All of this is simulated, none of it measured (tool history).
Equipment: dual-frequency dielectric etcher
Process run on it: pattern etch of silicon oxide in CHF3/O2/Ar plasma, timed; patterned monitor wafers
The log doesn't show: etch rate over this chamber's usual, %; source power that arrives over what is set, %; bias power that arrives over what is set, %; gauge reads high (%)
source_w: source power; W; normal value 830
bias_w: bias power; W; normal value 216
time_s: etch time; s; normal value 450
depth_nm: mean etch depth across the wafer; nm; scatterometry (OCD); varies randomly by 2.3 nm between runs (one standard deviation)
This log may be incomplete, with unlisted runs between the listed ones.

run    hour  source_w  bias_w  time_s  wafers since the last listed run  hours since the last wet clean  hours since the last source power generator calibration  hours since the last bias power generator calibration  hours since the last upper electrode change  hours since the gauge calibration  read-back reference wafer on the same gauge, depth_nm  depth_nm
  1       0       830     231     450                                 0                           331.3                                                   2520.4                                                 1167.4                                       3559.6                              192.8                                                 1039.8    1079.8
        9.9  -- wet clean of the chamber
  2    81.7       830     216     450                               320                            71.8                                                   2602.1                                                 1249.1                                       3641.3                              274.5                                                 1040.5    1044.2
  3   170.1       830     216     450                               394                           160.2                                                   2690.5                                                 1337.5                                       3729.7                              362.9                                                 1041.1    1049.2
  4   244.9       830     216     450                               333                             235                                                   2765.3                                                 1412.3                                       3804.5                              437.7                                                 1040.4    1048.8
  5   322.8       830     202     378                               347                           312.9                                                   2843.2                                                 1490.2                                       3882.4                              515.6                                                 1039.6       872
      350.5  -- wet clean of the chamber
  6   425.8       830     202     378                               352                            75.3                                                   2946.2                                                 1593.2                                       3985.4                              618.6                                                 1040.5     865.3
  7   514.3       880     190     450                               395                           163.8                                                   3034.7                                                 1681.7                                       4073.9                              707.1                                                 1040.2    1047.9
      576.9  -- source power generator calibrated
  8   579.7       830     216     450                               274                           229.2                                                      2.8                                                 1747.1                                       4139.3                              772.5                                                 1040.3      1079
  9   616.6       830     244     450                               164                           266.1                                                     39.7                                                   1784                                       4176.2                              809.4                                                 1040.3      1121
      652.9  -- gauge calibrated
 10   674.5       880     257     450                               258                             324                                                     97.6                                                 1841.9                                       4234.1                               21.6                                                 1039.8      1176
      704.4  -- wet clean of the chamber
 11   744.9       830     171     450                               207                            40.5                                                      168                                                 1912.3                                       4304.5                                 92                                                 1040.1    1004.3
      795.2  -- upper electrode replaced
 12   805.8      1030     197   492.5                               164                           101.4                                                    228.9                                                 1973.2                                         10.6                              152.9                                                 1040.3    1287.7
 13   875.6       710     253   556.5                               311                           171.2                                                    298.7                                                   2043                                         80.4                              222.7                                                 1040.1    1275.4
 14   975.4       890     234     450                               445                             271                                                    398.5                                                 2142.8                                        180.2                              322.5                                                 1040.4    1149.4
      999.8  -- bias power generator calibrated
 15    1032       830     216     416                               234                           327.6                                                    455.1                                                   32.2                                        236.8                              379.1                                                 1040.2    1004.2
     1071.6  -- wet clean of the chamber
 16  1103.5       830     216     450                               212                            31.9                                                    526.6                                                  103.7                                        308.3                              450.6                                                   1039    1058.7
 17  1169.9       720     166   524.5                               296                            98.3                                                      593                                                  170.1                                        374.7                                517                                                   1040    1071.1
 18    1211       830     216     450                               183                           139.4                                                    634.1                                                  211.2                                        415.8                              558.1                                                 1039.7    1068.5
 19  1316.9       830     216     450                               472                           245.3                                                      740                                                  317.1                                        521.7                                664                                                 1039.3    1071.9

Forecast each of these 5 alternatives for the next run:
  A  1317.4       950     216     450                                 2                           245.8                                                    740.5                                                  317.6                                        522.2                              664.5                                                      ?         ?
  B  1317.4       830     264     450                                 2                           245.8                                                    740.5                                                  317.6                                        522.2                              664.5                                                      ?         ?
  C  1317.4       830     216   560.5                                 2                           245.8                                                    740.5                                                  317.6                                        522.2                              664.5                                                      ?         ?
  D  1317.4      1040     267     450                                 2                           245.8                                                    740.5                                                  317.6                                        522.2                              664.5                                                      ?         ?
  E  1317.4       830     216   520.5                                 2                           245.8                                                    740.5                                                  317.6                                        522.2                              664.5                                                      ?         ?

run  read-back reference wafer on the same gauge, depth_nm  depth_nm
  A                                                 1040.4      1153
  B                                                 1040.4    1134.7
  C                                                 1040.4    1337.9
  D                                                 1040.4    1277.7
  E                                                 1040.4    1242.5
Without the tool's unlogged condition, the same runs would have read:
run  depth_nm
  A    1137.9
  B    1119.8
  C    1320.4
  D    1260.9
  E    1226.2
